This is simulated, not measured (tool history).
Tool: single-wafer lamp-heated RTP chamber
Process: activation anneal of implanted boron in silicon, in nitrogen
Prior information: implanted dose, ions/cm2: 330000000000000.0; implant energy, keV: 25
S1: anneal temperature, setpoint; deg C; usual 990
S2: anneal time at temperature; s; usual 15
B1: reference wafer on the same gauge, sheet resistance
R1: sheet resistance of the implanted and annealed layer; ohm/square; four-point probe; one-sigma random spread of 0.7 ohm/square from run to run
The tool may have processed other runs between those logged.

run	hour	S1	S2	B1	R1
1	0.0	990	9	344.99	329.02
2	14.4	990	9	345.05	330.14
3	26.3	978	10	344.88	340.42
4	43.3	978	10	344.98	341.02
5	59.9	978	10	344.96	340.37
6	67.2	990	15	344.70	327.28
7	74.9	990	15	345.00	326.71
8	91.3	977	15	345.13	337.71
9	108.4	990	10	345.23	328.25
# hour 119.7: reflector plate cleaned
10	123.7	990	15	345.18	329.40
# hour 135.9: pyrometer window cleaned and pyrometer calibrated
11	137.5	966	15	344.74	362.78
12	148.7	978	12	344.99	342.50
13	194.1	978	10	344.85	344.43
14	203.4	1002	19	345.36	320.08
# hour 203.4: gauge calibrated
15	213.8	1005	7	344.87	324.37
16	226.6	978	20	344.77	337.09
17	240.1	990	15	344.90	327.98
18	247.6	1002	6	345.01	325.57

Predict the results of run 19:
19	255.6	990	15	?	?

{"run 19": {"B1": 345.28, "R1": 326.91}}
With the hidden condition absent and the run-to-run variation left alone, this run would have shown R1 329.95 ohm/square.

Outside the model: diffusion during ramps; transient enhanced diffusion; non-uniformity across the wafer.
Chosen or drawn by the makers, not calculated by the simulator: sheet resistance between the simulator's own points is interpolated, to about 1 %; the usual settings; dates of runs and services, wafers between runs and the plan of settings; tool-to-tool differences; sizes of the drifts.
